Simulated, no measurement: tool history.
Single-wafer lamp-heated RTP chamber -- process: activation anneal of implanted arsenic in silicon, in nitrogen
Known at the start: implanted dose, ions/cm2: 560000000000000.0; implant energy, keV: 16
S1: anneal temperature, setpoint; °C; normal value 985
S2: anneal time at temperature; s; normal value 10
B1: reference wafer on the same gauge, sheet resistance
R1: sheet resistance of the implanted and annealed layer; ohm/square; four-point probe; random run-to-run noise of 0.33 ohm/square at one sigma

Run 1, hour 0.0: usual settings but S1 970 °C; B1 177.02. Result: R1 218.75 ohm/square.
At hour 14.9: pyrometer window cleaned and pyrometer calibrated.
Run 2, hour 60.6: usual settings but S1 970 °C; B1 176.95. Result: R1 219.83 ohm/square.
Run 3, hour 155.2: usual settings but S2 13 s; B1 177.01. Result: R1 215.58 ohm/square.
Run 4, hour 219.7: usual settings but S1 1009 °C; B1 176.99. Result: R1 213.74 ohm/square.
At hour 244.7: pyrometer window cleaned and pyrometer calibrated.
Run 5, hour 323.4: usual settings but S1 1009 °C; B1 176.98. Result: R1 213.99 ohm/square.
At hour 350.3: reflector plate cleaned.
At hour 392.7: gauge calibrated.
Run 6, hour 422.6: usual settings but S1 1009 °C; B1 177.05. Result: R1 213.98 ohm/square.
At hour 482.9: pyrometer window cleaned and pyrometer calibrated.
Run 7, hour 515.8: usual settings but S2 14 s; B1 177.00. Result: R1 216.06 ohm/square.
Run 8, hour 586.5: usual settings but S2 15 s; B1 177.01. Result: R1 214.76 ohm/square.
Run 9, hour 628.3: usual settings but S1 1015 °C; B1 177.01. Result: R1 212.33 ohm/square.
At hour 702.7: pyrometer window cleaned and pyrometer calibrated.
Run 10, hour 770.3: usual settings but S1 964 °C, S2 12 s; B1 177.00. Result: R1 219.19 ohm/square.
Run 11, hour 839.8: usual settings but S1 1008 °C, S2 14 s; B1 176.98. Result: R1 211.68 ohm/square.
At hour 906.6: pyrometer window cleaned and pyrometer calibrated.
Run 12, hour 912.0: usual settings but S1 1010 °C, S2 12 s; B1 177.05. Result: R1 213.43 ohm/square.
Run 13, hour 975.8: usual settings; B1 176.99. Result: R1 218.11 ohm/square.
At hour 1027.2: reflector plate cleaned.
Run 14, hour 1027.7: usual settings but S1 969 °C; B1 177.06. Result: R1 219.34 ohm/square.

4 options for the next run, each taken on its own from the tool as it stands now. Forecast them:
Run A, hour 1028.1: usual settings; B1 ?. Result: R1 ?.
Run B, hour 1028.1: usual settings but S2 4 s; B1 ?. Result: R1 ?.
Run C, hour 1028.1: usual settings but S1 1001 °C, S2 6 s; B1 ?. Result: R1 ?.
Run D, hour 1028.1: usual settings but S1 975 °C, S2 7 s; B1 ?. Result: R1 ?.

run      B1      R1
  A  176.94  217.59
  B  176.94  223.49
  C  176.94  218.66
  D  176.94  221.11
Stripped of hidden state, with their random variation kept, the same runs would have yielded:
run      R1
  A  218.47
  B  224.54
  C  219.67
  D  222.05

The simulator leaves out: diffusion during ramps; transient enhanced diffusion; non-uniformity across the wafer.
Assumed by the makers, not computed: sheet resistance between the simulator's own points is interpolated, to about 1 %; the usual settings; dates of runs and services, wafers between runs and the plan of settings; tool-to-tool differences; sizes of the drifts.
